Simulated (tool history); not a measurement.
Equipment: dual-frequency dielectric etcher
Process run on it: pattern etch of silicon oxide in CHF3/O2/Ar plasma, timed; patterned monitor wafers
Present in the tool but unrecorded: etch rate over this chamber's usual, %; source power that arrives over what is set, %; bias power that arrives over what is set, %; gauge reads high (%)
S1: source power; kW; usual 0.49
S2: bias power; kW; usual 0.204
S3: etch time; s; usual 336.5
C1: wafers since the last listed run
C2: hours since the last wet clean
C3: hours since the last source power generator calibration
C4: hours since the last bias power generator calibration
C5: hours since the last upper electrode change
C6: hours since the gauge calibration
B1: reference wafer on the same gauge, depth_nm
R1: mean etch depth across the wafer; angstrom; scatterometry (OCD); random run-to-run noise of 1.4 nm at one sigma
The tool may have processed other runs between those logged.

run,day,S1,S2,S3,C1,C2,C3,C4,C5,C6,B1,R1
1,0,0.44,0.204,336.5,0,125.8,4107.8,1015.6,2711.3,426.7,725.4,6180
2,2.046,0.44,0.204,336.5,173,174.9,4156.9,1064.7,2760.4,475.8,725,6202
3,3.946,0.44,0.204,336.5,161,220.5,4202.5,1110.3,2806,521.4,725.6,6251
4,6.208,0.52,0.204,336.5,191,274.8,4256.8,1164.6,2860.3,575.7,724.5,6754
# day 9.117: wet clean of the chamber
5,9.438,0.49,0.235,374,189,7.7,4334.3,1242.1,2937.8,653.2,725.1,7583
6,13.429,0.49,0.235,374,338,103.5,4430.1,1337.9,3033.6,749,725.4,7626
# day 13.9: gauge calibrated
# day 15.625: upper electrode replaced
7,16.692,0.49,0.204,336.5,191,181.8,4508.4,1416.2,25.6,67,725.5,6488
# day 17: bias power generator calibrated
8,19.05,0.49,0.204,261.5,185,238.4,4565,49.2,82.2,123.6,724.8,5178
# day 20.492: source power generator calibrated
# day 22.433: wet clean of the chamber
9,22.454,0.55,0.184,384,189,0.5,47.1,130.9,163.9,205.3,724.5,7594
10,24.321,0.42,0.171,420.5,158,45.3,91.9,175.7,208.7,250.1,725.1,7143
11,27.225,0.49,0.162,294,246,115,161.6,245.4,278.4,319.8,725.6,5276
12,30.175,0.49,0.204,249.5,250,185.8,232.4,316.2,349.2,390.6,725.4,4889
13,33.704,0.49,0.204,336.5,299,270.5,317.1,400.9,433.9,475.3,725,6640
14,35.358,0.49,0.204,336.5,140,310.2,356.8,440.6,473.6,515,725.9,6639

Predict each of these 5 candidate next runs independently; none follows another, all start after run 14:
A,35.379,0.49,0.204,308,1,310.7,357.3,441.1,474.1,515.5,?,?
B,35.379,0.56,0.17,300,1,310.7,357.3,441.1,474.1,515.5,?,?
C,35.379,0.57,0.204,336.5,1,310.7,357.3,441.1,474.1,515.5,?,?
D,35.379,0.56,0.236,336.5,1,310.7,357.3,441.1,474.1,515.5,?,?
E,35.379,0.59,0.244,249.5,1,310.7,357.3,441.1,474.1,515.5,?,?

run,B1,R1
A,725.5,6098
B,725.5,5904
C,725.5,7137
D,725.5,7478
E,725.5,5747
Without the tool's hidden state the same runs would have given:
run,R1
A,6029
B,5835
C,7055
D,7393
E,5681

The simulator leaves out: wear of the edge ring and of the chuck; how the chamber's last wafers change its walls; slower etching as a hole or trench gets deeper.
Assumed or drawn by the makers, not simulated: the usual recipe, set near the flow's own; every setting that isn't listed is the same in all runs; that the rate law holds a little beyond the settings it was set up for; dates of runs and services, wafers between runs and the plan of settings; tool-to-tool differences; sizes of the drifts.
